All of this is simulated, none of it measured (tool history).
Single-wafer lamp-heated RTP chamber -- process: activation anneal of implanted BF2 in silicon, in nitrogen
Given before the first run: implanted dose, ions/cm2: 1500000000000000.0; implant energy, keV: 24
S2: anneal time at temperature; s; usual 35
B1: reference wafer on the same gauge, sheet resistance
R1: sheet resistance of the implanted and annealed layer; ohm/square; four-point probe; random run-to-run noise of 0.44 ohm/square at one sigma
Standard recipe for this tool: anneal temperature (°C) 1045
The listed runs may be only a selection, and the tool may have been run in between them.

{"run": 1, "day": 0.0, "anneal temperature (°C)": 1045, "S2": 25, "B1": 106.98, "R1": 104.13}
{"run": 2, "day": 0.725, "anneal temperature (°C)": 1045, "S2": 25, "B1": 107.1, "R1": 103.11}
{"run": 3, "day": 1.204, "anneal temperature (°C)": 1045, "S2": 35, "B1": 106.95, "R1": 97.02}
{"run": 4, "day": 1.721, "anneal temperature (°C)": 1045, "S2": 35, "B1": 106.95, "R1": 97.23}
{"run": 5, "day": 2.45, "anneal temperature (°C)": 1045, "S2": 35, "B1": 106.94, "R1": 97.24}
{"day": 4.083, "done": "reflector plate cleaned"}
{"run": 6, "day": 4.104, "anneal temperature (°C)": 1045, "S2": 35, "B1": 106.91, "R1": 96.91}
{"day": 4.529, "done": "pyrometer window cleaned and pyrometer calibrated"}
{"run": 7, "day": 4.575, "anneal temperature (°C)": 1045, "S2": 35, "B1": 106.96, "R1": 101.87}
{"run": 8, "day": 5.167, "anneal temperature (°C)": 1065, "S2": 18, "B1": 107.1, "R1": 99.77}
{"run": 9, "day": 5.417, "anneal temperature (°C)": 1065, "S2": 18, "B1": 106.93, "R1": 99.05}
{"run": 10, "day": 5.942, "anneal temperature (°C)": 1065, "S2": 18, "B1": 106.88, "R1": 98.56}
{"run": 11, "day": 6.375, "anneal temperature (°C)": 1045, "S2": 35, "B1": 106.92, "R1": 98.49}
{"day": 7.225, "done": "gauge calibrated"}
{"run": 12, "day": 7.904, "anneal temperature (°C)": 1045, "S2": 35, "B1": 106.82, "R1": 98.16}
{"run": 13, "day": 8.346, "anneal temperature (°C)": 1062, "S2": 35, "B1": 107.03, "R1": 89.03}
{"run": 14, "day": 9.029, "anneal temperature (°C)": 1045, "S2": 35, "B1": 107.01, "R1": 98.25}
{"run": 15, "day": 10.792, "anneal temperature (°C)": 1060, "S2": 35, "B1": 106.96, "R1": 89.51}
{"run": 16, "day": 11.079, "anneal temperature (°C)": 1056, "S2": 35, "B1": 106.98, "R1": 90.97}
{"run": 17, "day": 11.621, "anneal temperature (°C)": 1037, "S2": 21, "B1": 107.02, "R1": 110.81}
{"run": 18, "day": 12.296, "anneal temperature (°C)": 1045, "S2": 35, "B1": 107.02, "R1": 97.42}
{"run": 19, "day": 12.696, "anneal temperature (°C)": 1037, "S2": 35, "B1": 106.95, "R1": 101.41}
{"day": 13.183, "done": "pyrometer window cleaned and pyrometer calibrated"}
{"run": 20, "day": 13.312, "anneal temperature (°C)": 1062, "S2": 45, "B1": 106.97, "R1": 88.23}
{"run": 21, "day": 14.029, "anneal temperature (°C)": 1054, "S2": 53, "B1": 106.98, "R1": 88.46}
{"run": 22, "day": 14.375, "anneal temperature (°C)": 1073, "S2": 21, "B1": 106.97, "R1": 92.78}
{"run": 23, "day": 14.942, "anneal temperature (°C)": 1037, "S2": 41, "B1": 106.89, "R1": 101.63}
{"run": 24, "day": 15.204, "anneal temperature (°C)": 1017, "S2": 14, "B1": 107.07, "R1": 137.59}
{"run": 25, "day": 15.854, "anneal temperature (°C)": 1045, "S2": 35, "B1": 106.97, "R1": 98.66}
{"run": 26, "day": 16.562, "anneal temperature (°C)": 1045, "S2": 35, "B1": 106.94, "R1": 98.99}
{"run": 27, "day": 16.871, "anneal temperature (°C)": 1045, "S2": 21, "B1": 107, "R1": 108.12}
{"run": 28, "day": 17.5, "anneal temperature (°C)": 1045, "S2": 41, "B1": 106.98, "R1": 95.18}
{"run": 29, "day": 17.821, "anneal temperature (°C)": 1045, "S2": 35, "B1": 106.94, "R1": 98.06}
{"run": 30, "day": 18.542, "anneal temperature (°C)": 1057, "S2": 49, "B1": 106.98, "R1": 87}

Expected results for the next run?
{"run": 31, "day": 19.175, "anneal temperature (°C)": 1045, "S2": 35, "B1": "?", "R1": "?"}

B1: 107.02
R1: 97.2 ohm/square
If the tool had no hidden condition, the same run with the same run-to-run variation would have returned R1 101.5 ohm/square.

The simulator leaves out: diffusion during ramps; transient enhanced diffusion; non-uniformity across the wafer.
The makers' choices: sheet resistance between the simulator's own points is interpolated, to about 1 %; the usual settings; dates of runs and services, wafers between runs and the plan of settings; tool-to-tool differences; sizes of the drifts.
